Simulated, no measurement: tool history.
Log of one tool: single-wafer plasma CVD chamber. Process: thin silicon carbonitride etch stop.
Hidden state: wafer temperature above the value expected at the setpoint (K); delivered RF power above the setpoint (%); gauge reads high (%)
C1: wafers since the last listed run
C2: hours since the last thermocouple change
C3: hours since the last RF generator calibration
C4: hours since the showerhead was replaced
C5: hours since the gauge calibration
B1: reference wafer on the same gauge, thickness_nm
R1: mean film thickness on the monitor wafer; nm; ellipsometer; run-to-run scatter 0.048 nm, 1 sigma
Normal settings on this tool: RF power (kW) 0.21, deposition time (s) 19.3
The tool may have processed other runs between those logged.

{"run": 1, "hour": 0.0, "RF power (kW)": 0.21, "deposition time (s)": 19.3, "C1": 0, "C2": 1406.3, "C3": 739.6, "C4": 6892.5, "C5": 95.9, "B1": 10.785, "R1": 10.537}
{"run": 2, "hour": 10.7, "RF power (kW)": 0.21, "deposition time (s)": 19.3, "C1": 265, "C2": 1417, "C3": 750.3, "C4": 6903.2, "C5": 106.6, "B1": 10.824, "R1": 10.488}
{"run": 3, "hour": 17.7, "RF power (kW)": 0.21, "deposition time (s)": 19.3, "C1": 173, "C2": 1424, "C3": 757.3, "C4": 6910.2, "C5": 113.6, "B1": 10.788, "R1": 10.466}
{"run": 4, "hour": 30.2, "RF power (kW)": 0.21, "deposition time (s)": 19.3, "C1": 309, "C2": 1436.5, "C3": 769.8, "C4": 6922.7, "C5": 126.1, "B1": 10.786, "R1": 10.525}
{"run": 5, "hour": 44.8, "RF power (kW)": 0.235, "deposition time (s)": 19.3, "C1": 361, "C2": 1451.1, "C3": 784.4, "C4": 6937.3, "C5": 140.7, "B1": 10.784, "R1": 10.82}
{"hour": 61.3, "done": "gauge calibrated"}
{"hour": 85.3, "done": "thermocouple changed; heater temperature recalibrated"}
{"run": 6, "hour": 92.2, "RF power (kW)": 0.21, "deposition time (s)": 19.3, "C1": 976, "C2": 6.9, "C3": 831.8, "C4": 6984.7, "C5": 30.9, "B1": 10.808, "R1": 10.505}
{"run": 7, "hour": 101.1, "RF power (kW)": 0.21, "deposition time (s)": 19.3, "C1": 220, "C2": 15.8, "C3": 840.7, "C4": 6993.6, "C5": 39.8, "B1": 10.802, "R1": 10.441}
{"run": 8, "hour": 115.0, "RF power (kW)": 0.21, "deposition time (s)": 19.3, "C1": 344, "C2": 29.7, "C3": 854.6, "C4": 7007.5, "C5": 53.7, "B1": 10.792, "R1": 10.608}
{"run": 9, "hour": 125.3, "RF power (kW)": 0.21, "deposition time (s)": 19.3, "C1": 255, "C2": 40, "C3": 864.9, "C4": 7017.8, "C5": 64, "B1": 10.796, "R1": 10.481}
{"run": 10, "hour": 134.4, "RF power (kW)": 0.21, "deposition time (s)": 19.3, "C1": 225, "C2": 49.1, "C3": 874, "C4": 7026.9, "C5": 73.1, "B1": 10.806, "R1": 10.48}
{"run": 11, "hour": 141.4, "RF power (kW)": 0.195, "deposition time (s)": 19.3, "C1": 173, "C2": 56.1, "C3": 881, "C4": 7033.9, "C5": 80.1, "B1": 10.787, "R1": 10.328}
{"run": 12, "hour": 159.4, "RF power (kW)": 0.21, "deposition time (s)": 19.3, "C1": 446, "C2": 74.1, "C3": 899, "C4": 7051.9, "C5": 98.1, "B1": 10.797, "R1": 10.548}
{"run": 13, "hour": 170.8, "RF power (kW)": 0.21, "deposition time (s)": 16.1, "C1": 282, "C2": 85.5, "C3": 910.4, "C4": 7063.3, "C5": 109.5, "B1": 10.8, "R1": 8.813}
{"hour": 180.4, "done": "RF generator calibrated"}
{"run": 14, "hour": 180.8, "RF power (kW)": 0.21, "deposition time (s)": 19.3, "C1": 49, "C2": 95.5, "C3": 0.4, "C4": 7073.3, "C5": 119.5, "B1": 10.795, "R1": 10.486}
{"run": 15, "hour": 189.8, "RF power (kW)": 0.21, "deposition time (s)": 19.3, "C1": 223, "C2": 104.5, "C3": 9.4, "C4": 7082.3, "C5": 128.5, "B1": 10.798, "R1": 10.436}
{"hour": 202.2, "done": "gauge calibrated"}
{"hour": 212.0, "done": "showerhead replaced"}
{"run": 16, "hour": 212.5, "RF power (kW)": 0.235, "deposition time (s)": 17.8, "C1": 364, "C2": 127.2, "C3": 32.1, "C4": 0.5, "C5": 10.3, "B1": 10.789, "R1": 9.863}
{"run": 17, "hour": 212.8, "RF power (kW)": 0.235, "deposition time (s)": 22.2, "C1": 7, "C2": 127.5, "C3": 32.4, "C4": 0.8, "C5": 10.6, "B1": 10.81, "R1": 12.413}
{"run": 18, "hour": 225.5, "RF power (kW)": 0.175, "deposition time (s)": 15.7, "C1": 314, "C2": 140.2, "C3": 45.1, "C4": 13.5, "C5": 23.3, "B1": 10.796, "R1": 8.17}
{"run": 19, "hour": 240.6, "RF power (kW)": 0.21, "deposition time (s)": 19.3, "C1": 374, "C2": 155.3, "C3": 60.2, "C4": 28.6, "C5": 38.4, "B1": 10.807, "R1": 10.485}
{"run": 20, "hour": 253.1, "RF power (kW)": 0.23, "deposition time (s)": 20.8, "C1": 309, "C2": 167.8, "C3": 72.7, "C4": 41.1, "C5": 50.9, "B1": 10.799, "R1": 11.605}
{"run": 21, "hour": 260.3, "RF power (kW)": 0.175, "deposition time (s)": 19.3, "C1": 178, "C2": 175, "C3": 79.9, "C4": 48.3, "C5": 58.1, "B1": 10.8, "R1": 10.113}
{"run": 22, "hour": 274.2, "RF power (kW)": 0.245, "deposition time (s)": 21.9, "C1": 344, "C2": 188.9, "C3": 93.8, "C4": 62.2, "C5": 72, "B1": 10.791, "R1": 12.236}

3 ways to go on from here, each from the tool as it stands after run 22. What would each give?
{"run": "A", "hour": 274.6, "RF power (kW)": 0.21, "deposition time (s)": 22.7, "C1": 9, "C2": 189.3, "C3": 94.2, "C4": 62.6, "C5": 72.4, "B1": "?", "R1": "?"}
{"run": "B", "hour": 274.6, "RF power (kW)": 0.18, "deposition time (s)": 22.8, "C1": 9, "C2": 189.3, "C3": 94.2, "C4": 62.6, "C5": 72.4, "B1": "?", "R1": "?"}
{"run": "C", "hour": 274.6, "RF power (kW)": 0.19, "deposition time (s)": 21.6, "C1": 9, "C2": 189.3, "C3": 94.2, "C4": 62.6, "C5": 72.4, "B1": "?", "R1": "?"}

run=A B1=10.801 R1=12.374
run=B B1=10.801 R1=12.009
run=C B1=10.801 R1=11.513
What these runs would have given with no unlogged condition in the tool:
run=A R1=12.374
run=B R1=12.009
run=C R1=11.513

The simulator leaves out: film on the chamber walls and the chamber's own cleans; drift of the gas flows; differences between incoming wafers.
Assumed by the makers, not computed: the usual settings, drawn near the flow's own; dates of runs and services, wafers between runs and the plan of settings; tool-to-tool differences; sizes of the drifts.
